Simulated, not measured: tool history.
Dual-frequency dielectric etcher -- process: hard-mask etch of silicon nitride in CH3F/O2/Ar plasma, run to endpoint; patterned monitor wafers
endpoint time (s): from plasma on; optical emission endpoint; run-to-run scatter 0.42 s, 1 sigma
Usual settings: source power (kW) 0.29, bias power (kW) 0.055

run,hour,source power (kW),bias power (kW),"incoming incoming film thickness, nm",endpoint time (s)
1,0,0.29,0.055,28.56,54.3
# hour 97.1: upper electrode replaced, of another model than before
2,97.6,0.29,0.055,28.66,55.1
3,145.7,0.29,0.062,28.66,52.9
# hour 263.5: wet clean of the chamber
4,264,0.29,0.062,28.61,51.3
5,325.5,0.29,0.051,28.33,54
6,423.5,0.25,0.055,28.38,58.1
7,484.5,0.25,0.055,28.65,57.5
8,534.1,0.25,0.055,28.49,58
9,631.5,0.29,0.055,28.65,54.9
10,683.8,0.29,0.055,28.34,54.1
11,736.4,0.29,0.055,28.5,54.7
# hour 782.9: wet clean of the chamber
12,797,0.25,0.046,28.29,59.4
13,876.3,0.26,0.059,28.6,54.8
14,924.4,0.23,0.06,28.12,57.2
15,1027.1,0.36,0.055,28.2,48.2
16,1072.6,0.27,0.048,28.43,57.6
17,1142.6,0.26,0.067,28.36,52
18,1202.5,0.32,0.055,28.44,51.8
# hour 1234.1: bias power generator calibrated
19,1254.1,0.29,0.055,28.31,54.1

Expected results for the next run?
# hour 1318.8: wet clean of the chamber
20,1319.3,0.29,0.065,28.37,?

{"run 20": {"endpoint time (s)": 49.7}}
The same run, on a tool lacking any hidden state, would have yielded endpoint time (s) 49.5.
